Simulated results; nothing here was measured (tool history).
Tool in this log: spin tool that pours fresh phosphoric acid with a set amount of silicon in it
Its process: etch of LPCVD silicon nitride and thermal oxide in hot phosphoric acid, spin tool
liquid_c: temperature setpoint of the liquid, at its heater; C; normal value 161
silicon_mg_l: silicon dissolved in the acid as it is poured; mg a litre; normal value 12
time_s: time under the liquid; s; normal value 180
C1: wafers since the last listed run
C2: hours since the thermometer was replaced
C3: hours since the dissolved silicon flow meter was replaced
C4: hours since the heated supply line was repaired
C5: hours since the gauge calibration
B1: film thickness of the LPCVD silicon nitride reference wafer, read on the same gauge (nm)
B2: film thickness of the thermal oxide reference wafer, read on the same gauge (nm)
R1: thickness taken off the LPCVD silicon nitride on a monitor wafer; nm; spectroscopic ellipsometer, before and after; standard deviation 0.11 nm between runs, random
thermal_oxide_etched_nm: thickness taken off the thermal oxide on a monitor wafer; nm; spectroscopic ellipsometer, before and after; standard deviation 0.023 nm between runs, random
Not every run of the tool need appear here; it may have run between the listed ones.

{"run": 1, "hour": 0.0, "liquid_c": 163, "silicon_mg_l": 3, "time_s": 215, "C1": 0, "C2": 819.6, "C3": 207.4, "C4": 153.1, "C5": 16.3, "B1": 40.02, "B2": 69.988, "R1": 21.69, "thermal_oxide_etched_nm": 0.735}
{"run": 2, "hour": 29.9, "liquid_c": 161, "silicon_mg_l": 16, "time_s": 180, "C1": 236, "C2": 849.5, "C3": 237.3, "C4": 183, "C5": 46.2, "B1": 40, "B2": 69.991, "R1": 16.83, "thermal_oxide_etched_nm": 0.352}
{"run": 3, "hour": 93.2, "liquid_c": 161, "silicon_mg_l": 12, "time_s": 180, "C1": 500, "C2": 912.8, "C3": 300.6, "C4": 246.3, "C5": 109.5, "B1": 39.98, "B2": 70.012, "R1": 17.16, "thermal_oxide_etched_nm": 0.388}
{"run": 4, "hour": 110.9, "liquid_c": 160, "silicon_mg_l": 12, "time_s": 180, "C1": 140, "C2": 930.5, "C3": 318.3, "C4": 264, "C5": 127.2, "B1": 40, "B2": 69.978, "R1": 16.5, "thermal_oxide_etched_nm": 0.346}
{"run": 5, "hour": 145.4, "liquid_c": 159.5, "silicon_mg_l": 8.5, "time_s": 110, "C1": 273, "C2": 965, "C3": 352.8, "C4": 298.5, "C5": 161.7, "B1": 40, "B2": 70.009, "R1": 9.99, "thermal_oxide_etched_nm": 0.229}
{"run": 6, "hour": 175.5, "liquid_c": 160, "silicon_mg_l": 12, "time_s": 180, "C1": 238, "C2": 995.1, "C3": 382.9, "C4": 328.6, "C5": 191.8, "B1": 40, "B2": 70.019, "R1": 16.47, "thermal_oxide_etched_nm": 0.355}
{"run": 7, "hour": 194.9, "liquid_c": 161, "silicon_mg_l": 12, "time_s": 180, "C1": 153, "C2": 1014.5, "C3": 402.3, "C4": 348, "C5": 211.2, "B1": 40, "B2": 69.987, "R1": 17.07, "thermal_oxide_etched_nm": 0.416}
{"hour": 209.9, "done": "thermometer replaced"}
{"run": 8, "hour": 211.0, "liquid_c": 161, "silicon_mg_l": 12, "time_s": 115, "C1": 119, "C2": 1.1, "C3": 418.4, "C4": 364.1, "C5": 227.3, "B1": 39.99, "B2": 70.037, "R1": 10.4, "thermal_oxide_etched_nm": 0.216}
{"hour": 236.4, "done": "dissolved silicon flow meter replaced"}
{"run": 9, "hour": 244.8, "liquid_c": 161, "silicon_mg_l": 12, "time_s": 250, "C1": 259, "C2": 34.9, "C3": 8.4, "C4": 397.9, "C5": 261.1, "B1": 40, "B2": 70.039, "R1": 22.82, "thermal_oxide_etched_nm": 0.469}
{"run": 10, "hour": 258.6, "liquid_c": 158.5, "silicon_mg_l": 12, "time_s": 80, "C1": 109, "C2": 48.7, "C3": 22.2, "C4": 411.7, "C5": 274.9, "B1": 40.01, "B2": 69.983, "R1": 6.63, "thermal_oxide_etched_nm": 0.124}
{"run": 11, "hour": 270.6, "liquid_c": 161, "silicon_mg_l": 12, "time_s": 95, "C1": 94, "C2": 60.7, "C3": 34.2, "C4": 423.7, "C5": 286.9, "B1": 40, "B2": 69.984, "R1": 8.53, "thermal_oxide_etched_nm": 0.167}
{"run": 12, "hour": 340.3, "liquid_c": 161, "silicon_mg_l": 12, "time_s": 180, "C1": 551, "C2": 130.4, "C3": 103.9, "C4": 493.4, "C5": 356.6, "B1": 39.99, "B2": 69.992, "R1": 16.39, "thermal_oxide_etched_nm": 0.334}

What does the tool deliver on the next run?
{"run": 13, "hour": 360.2, "liquid_c": 161, "silicon_mg_l": 12, "time_s": 180, "C1": 157, "C2": 150.3, "C3": 123.8, "C4": 513.3, "C5": 376.5, "B1": "?", "B2": "?", "R1": "?", "thermal_oxide_etched_nm": "?"}

B1: 40.02
B2: 70.008
R1: 16.35 nm
thermal_oxide_etched_nm: 0.353 nm
Had the tool carried no hidden state, the very same run would have given R1 16.68 nm, thermal_oxide_etched_nm 0.369 nm.

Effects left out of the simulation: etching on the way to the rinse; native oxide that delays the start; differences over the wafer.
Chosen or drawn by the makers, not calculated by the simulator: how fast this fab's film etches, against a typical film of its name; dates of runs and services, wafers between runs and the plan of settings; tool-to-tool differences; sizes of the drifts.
